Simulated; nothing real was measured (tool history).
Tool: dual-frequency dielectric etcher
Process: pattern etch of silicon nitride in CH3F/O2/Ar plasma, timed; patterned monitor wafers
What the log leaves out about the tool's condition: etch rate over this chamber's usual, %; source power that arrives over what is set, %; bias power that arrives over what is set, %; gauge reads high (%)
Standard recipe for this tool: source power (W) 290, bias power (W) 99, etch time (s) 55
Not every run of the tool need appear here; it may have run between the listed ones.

run    hour  source power (W)  bias power (W)  etch time (s)  wafers since the last listed run  hours since the last wet clean  hours since the last source power generator calibration  hours since the last bias power generator calibration  hours since the last upper electrode change  hours since the gauge calibration  read-back reference wafer on the same gauge, depth_nm  mean etch depth across the wafer (Å)
  1       0               290              99             55                                 0                           539.7                                                       56                                                   2273                                        845.2                                7.5                                                  36.27                                   398
  2    66.1               290              99             55                              1106                           605.8                                                    122.1                                                 2339.1                                        911.3                               73.6                                                  36.32                                 397.3
      143.9  -- wet clean of the chamber
  3   147.2               260             108             55                               955                             3.3                                                    203.2                                                 2420.2                                        992.4                              154.7                                                  36.34                                 382.6
  4   243.6               290              99           47.5                              1613                            99.7                                                    299.6                                                 2516.6                                       1088.8                              251.1                                                   36.3                                 332.3
  5   328.6               290              99           47.5                              1423                           184.7                                                    384.6                                                 2601.6                                       1173.8                              336.1                                                  36.27                                 333.8
  6   434.9               290              99           45.5                              1779                             291                                                    490.9                                                 2707.9                                       1280.1                              442.4                                                  36.29                                 324.3
  7   504.1               290              99           45.5                              1158                           360.2                                                    560.1                                                 2777.1                                       1349.3                              511.6                                                  36.29                                 327.7
  8   559.6               290              99             55                               929                           415.7                                                    615.6                                                 2832.6                                       1404.8                              567.1                                                  36.31                                 393.3
      572.8  -- bias power generator calibrated
  9   634.2               220              99             55                              1181                           490.3                                                    690.2                                                   61.4                                       1479.4                              641.7                                                  36.27                                 362.3
 10   726.8               310              93             63                              1550                           582.9                                                    782.8                                                    154                                         1572                              734.3                                                  36.31                                 446.9
 11   800.7               290              99             40                              1237                           656.8                                                    856.7                                                  227.9                                       1645.9                              808.2                                                  36.28                                 285.8
      854.2  -- wet clean of the chamber
 12   898.6               290              99             55                              1237                            44.4                                                    954.6                                                  325.8                                       1743.8                              906.1                                                  36.33                                 381.7
 13     991               270              88           65.5                              1546                           136.8                                                     1047                                                  418.2                                       1836.2                              998.5                                                   36.3                                 431.5
 14    1031               290              99             55                               669                           176.8                                                     1087                                                  458.2                                       1876.2                             1038.5                                                  36.28                                 382.5
     1113.3  -- upper electrode replaced
 15  1135.5               320              91             48                              1347                           281.3                                                   1191.5                                                  562.7                                         22.2                               1143                                                  36.32                                 337.7
 16  1176.4               330              99             55                               684                           322.2                                                   1232.4                                                  603.6                                         63.1                             1183.9                                                  36.29                                 401.1
 17  1261.5               240             115           67.5                              1424                           407.3                                                   1317.5                                                  688.7                                        148.2                               1269                                                  36.29                                 476.1
 18  1357.7               290              99             55                              1610                           503.5                                                   1413.7                                                  784.9                                        244.4                             1365.2                                                  36.29                                   391
 19  1429.4               290              99             55                              1200                           575.2                                                   1485.4                                                  856.6                                        316.1                             1436.9                                                  36.28                                 394.1
     1488.9  -- wet clean of the chamber
 20    1494               290              99             55                               679                             5.1                                                     1550                                                  921.2                                        380.7                             1501.5                                                  36.31                                 382.5
 21  1558.5               250             116             60                              1079                            69.6                                                   1614.5                                                  985.7                                        445.2                               1566                                                   36.3                                 423.2
 22  1597.6               290              99             42                               654                           108.7                                                   1653.6                                                 1024.8                                        484.3                             1605.1                                                  36.29                                 293.7
 23  1679.8               290              99             45                              1376                           190.9                                                   1735.8                                                   1107                                        566.5                             1687.3                                                   36.3                                 318.2
 24  1739.7               250              99           39.5                              1002                           250.8                                                   1795.7                                                 1166.9                                        626.4                             1747.2                                                  36.31                                 269.1
     1916.2  -- gauge calibrated
 25  1992.9               320             110             50                              4239                             504                                                   2048.9                                                 1420.1                                        879.6                               76.7                                                  36.31                                 381.4
     2043.8  -- wet clean of the chamber
 26  2051.4               290              99             55                               577                             7.6                                                   2107.4                                                 1478.6                                        938.1                              135.2                                                  36.31                                 384.1
 27  2100.1               290              99             55                               815                            56.3                                                   2156.1                                                 1527.3                                        986.8                              183.9                                                  36.34                                 388.6
 28  2168.5               320              99             47                              1145                           124.7                                                   2224.5                                                 1595.7                                       1055.2                              252.3                                                  36.32                                   340

Hidden state at the last listed run before each entry between runs and at the first one after, where it differs:
Run 2 -> run 3: wet clean of the chamber (hour 143.9)
  etch rate over this chamber's usual, %: 3.17 -> -0.571; bias power that arrives over what is set, %: 4.85 -> 5.17
  the result without the hidden state subtracted from the measured one, mean etch depth across the wafer (Å): +17.8 -> +3.8
Run 8 -> run 9: bias power generator calibrated (hour 572.8)
  etch rate over this chamber's usual, %: 1.8 -> 2.23; bias power that arrives over what is set, %: 6.94 -> 0.0858
  the result without the hidden state subtracted from the measured one, mean etch depth across the wafer (Å): +15 -> +8
Run 11 -> run 12: wet clean of the chamber (hour 854.2)
  etch rate over this chamber's usual, %: 3.19 -> 0.0917; bias power that arrives over what is set, %: 0.125 -> 0.169
  the result without the hidden state subtracted from the measured one, mean etch depth across the wafer (Å): +8.9 -> +0.6
Run 14 -> run 15: upper electrode replaced (hour 1113.3)
  etch rate over this chamber's usual, %: 0.854 -> 1.46; bias power that arrives over what is set, %: 0.254 -> 0.341
  the result without the hidden state subtracted from the measured one, mean etch depth across the wafer (Å): +3.6 -> +5.2
Run 19 -> run 20: wet clean of the chamber (hour 1488.9)
  etch rate over this chamber's usual, %: 3.15 -> 0.308; bias power that arrives over what is set, %: 0.681 -> 0.775
  the result without the hidden state subtracted from the measured one, mean etch depth across the wafer (Å): +12.8 -> +2.1
Run 24 -> run 25: gauge calibrated (hour 1916.2)
  etch rate over this chamber's usual, %: 1.72 -> 3.18; bias power that arrives over what is set, %: 1.19 -> 1.73
  the result without the hidden state subtracted from the measured one, mean etch depth across the wafer (Å): +5.5 -> +13.7
Run 25 -> run 26: wet clean of the chamber (hour 2043.8)
  etch rate over this chamber's usual, %: 3.18 -> 0.487; bias power that arrives over what is set, %: 1.73 -> 1.87
  the result without the hidden state subtracted from the measured one, mean etch depth across the wafer (Å): +13.7 -> +4
